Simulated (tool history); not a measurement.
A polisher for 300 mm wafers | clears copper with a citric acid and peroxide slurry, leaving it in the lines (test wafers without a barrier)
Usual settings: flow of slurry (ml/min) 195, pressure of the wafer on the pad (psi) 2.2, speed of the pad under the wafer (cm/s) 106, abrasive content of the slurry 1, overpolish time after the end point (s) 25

| run | hour | flow of slurry (ml/min) | pressure of the wafer on the pad (psi) | speed of the pad under the wafer (cm/s) | abrasive content of the slurry | overpolish time after the end point (s) | incoming thickness of the incoming film, nm | time until the end point was called (s) | dishing of a wide line in a test structure (Å) |
|---|---|---|---|---|---|---|---|---|---|
| 1 | 0 | 195 | 2.2 | 106 | 1 | 25 | 217.1 | 137.4 | 294 |
|  | 33.9 | worn pad replaced by a new one |
|  | 48.3 | head pressure recalibrated |
|  | 211.3 | slurry blender recalibrated |
| 2 | 276.3 | 195 | 2.2 | 106 | 1.1 | 25 | 212.9 | 145.5 | 275 |
| 3 | 366.1 | 195 | 2.2 | 106 | 1.2 | 25 | 214.1 | 145.6 | 284 |
| 4 | 416.5 | 195 | 2.2 | 106 | 1.2 | 25 | 215.8 | 150 | 279 |
|  | 436.6 | slurry nozzle cleaned |
| 5 | 472.4 | 195 | 2.2 | 106 | 0.85 | 25 | 215.1 | 144.8 | 284 |
| 6 | 577.4 | 195 | 2.2 | 106 | 1.15 | 25 | 215.2 | 137.4 | 300 |
|  | 633.5 | worn pad replaced by a new one |
| 7 | 656.9 | 195 | 2.2 | 106 | 1.15 | 25 | 216.3 | 138.7 | 289 |
|  | 684.8 | slurry blender recalibrated |
| 8 | 752 | 195 | 2.2 | 106 | 1.15 | 25 | 214.4 | 133.9 | 292 |
| 9 | 830.7 | 195 | 2.2 | 106 | 0.8 | 25 | 214 | 135 | 288 |
|  | 875.9 | head pressure recalibrated |
| 10 | 903.3 | 195 | 2.8 | 106 | 1 | 25 | 215.7 | 125.4 | 314 |
| 11 | 1001.5 | 195 | 2.8 | 106 | 1 | 25 | 216 | 121.4 | 321 |
| 12 | 1050.2 | 195 | 2.2 | 106 | 1 | 16 | 212.7 | 150.1 | 181 |
| 13 | 1111 | 150 | 2.6 | 72 | 1 | 13 | 212.4 | 186.8 | 116 |
| 14 | 1205.2 | 225 | 2.2 | 106 | 1.1 | 13 | 216.1 | 150.2 | 154 |
|  | 1233.1 | worn pad replaced by a new one |
|  | 1246.1 | slurry blender recalibrated |
| 15 | 1281.6 | 195 | 2.5 | 80 | 1.25 | 12 | 213.3 | 170 | 122 |
|  | 1358.1 | slurry nozzle cleaned |
| 16 | 1451.7 | 195 | 2.2 | 106 | 1 | 25 | 216 | 137.2 | 288 |

Run 17 comes next. What will it give?
| 17 | 1550.2 | 230 | 1.7 | 106 | 1.1 | 17 | 212.5 | ? | ? |

Run 17 gave time until the end point was called (s) 164.7, dishing of a wide line in a test structure (Å) 175.
Without the tool's hidden state the same run would have given time until the end point was called (s) 174.5, dishing of a wide line in a test structure (Å) 166.
